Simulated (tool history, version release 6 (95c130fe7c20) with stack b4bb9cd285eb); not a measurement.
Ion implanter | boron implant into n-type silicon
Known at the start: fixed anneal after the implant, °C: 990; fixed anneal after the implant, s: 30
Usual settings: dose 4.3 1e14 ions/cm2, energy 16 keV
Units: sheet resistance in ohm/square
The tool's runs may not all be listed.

run	hour	dose	energy	read-back reference wafer on the same gauge, sheet resistance	sheet resistance
1	0	3.92	16	256.14	305.22
2	65.2	3.92	16	255.93	306.82
3	137.4	3.92	16	255.95	309.7
4	215.2	4.3	16	255.91	284.47
5	253.7	4.77	16	255.96	263.79
6	342.9	4.77	16	255.87	264.37
# hour 380: Faraday cup replaced and dose calibrated
7	450.6	4.77	16	255.97	258.41
8	520.1	4.3	13.5	256.01	284.09
9	558.7	3.95	11.5	255.83	308.83
10	616.8	3.37	20	255.93	332.16
# hour 618.2: gauge calibrated
11	709.8	3.96	17.5	256.01	295.83
# hour 720.5: extraction supply calibrated
12	755.7	3.93	13	256.11	305.52
13	830	3.44	14	255.86	338.28
14	923.1	4.3	16	255.68	281.54
15	997.5	5.29	19	256.05	233.79

5 ways to go on from here, each from the tool as it stands after run 15. What would each give?
A	997.9	4.3	12	?	?
B	997.9	3.15	10.5	?	?
C	997.9	4.3	21	?	?
D	997.9	3.93	16	?	?
E	997.9	4.77	14.5	?	?

run	read-back reference wafer on the same gauge, sheet resistance	sheet resistance
A	256.21	287.93
B	256.21	377.52
C	256.21	275.31
D	256.21	302.59
E	256.21	260.75
Without the tool's hidden state the same runs would have given:
run	sheet resistance
A	286.64
B	375.82
C	274.12
D	301.27
E	259.59
